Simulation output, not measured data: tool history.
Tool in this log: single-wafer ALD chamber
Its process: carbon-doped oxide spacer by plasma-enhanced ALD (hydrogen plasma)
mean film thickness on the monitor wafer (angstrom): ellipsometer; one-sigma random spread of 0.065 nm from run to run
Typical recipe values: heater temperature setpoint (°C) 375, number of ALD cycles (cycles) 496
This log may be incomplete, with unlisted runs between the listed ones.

| run | hour | heater temperature setpoint (°C) | number of ALD cycles (cycles) | read-back reference wafer on the same gauge, thickness_nm | mean film thickness on the monitor wafer (angstrom) |
|---|---|---|---|---|---|
| 1 | 0.0 | 372 | 496 | 22.404 | 260.25 |
| 2 | 28.1 | 372 | 496 | 22.400 | 260.66 |
| 3 | 88.9 | 372 | 496 | 22.401 | 259.72 |
| 4 | 113.5 | 375 | 518 | 22.406 | 272.70 |
| 5 | 160.0 | 370 | 554 | 22.391 | 290.33 |
| 6 | 224.7 | 383 | 523 | 22.406 | 274.94 |
| 7 | 259.1 | 383 | 523 | 22.396 | 274.96 |
| 8 | 314.2 | 381 | 517 | 22.401 | 271.90 |
| 9 | 346.3 | 381 | 517 | 22.413 | 271.30 |
| 10 | 381.0 | 381 | 568 | 22.404 | 297.89 |
| 11 | 451.5 | 381 | 568 | 22.398 | 296.39 |
| 12 | 516.0 | 381 | 568 | 22.380 | 298.83 |
| 13 | 567.2 | 375 | 569 | 22.410 | 298.77 |
| 14 | 604.9 | 375 | 569 | 22.399 | 298.99 |
| 15 | 668.6 | 368 | 496 | 22.400 | 259.21 |
| 16 | 699.6 | 383 | 548 | 22.395 | 288.66 |
| 17 | 768.9 | 383 | 548 | 22.392 | 287.34 |
| 18 | 823.7 | 383 | 548 | 22.387 | 286.80 |
| 19 | 891.6 | 380 | 583 | 22.407 | 305.25 |
| 20 | 921.6 | 380 | 439 | 22.405 | 229.58 |

Predict the results of run 21:
| 21 | 969.3 | 368 | 419 | ? | ? |

{"run 21": {"read-back reference wafer on the same gauge, thickness_nm": 22.402, "mean film thickness on the monitor wafer (angstrom)": 220.86}}
Take away the tool's hidden state, keep the run-to-run variation as it was, and the same run would have given mean film thickness on the monitor wafer (angstrom) 220.86.
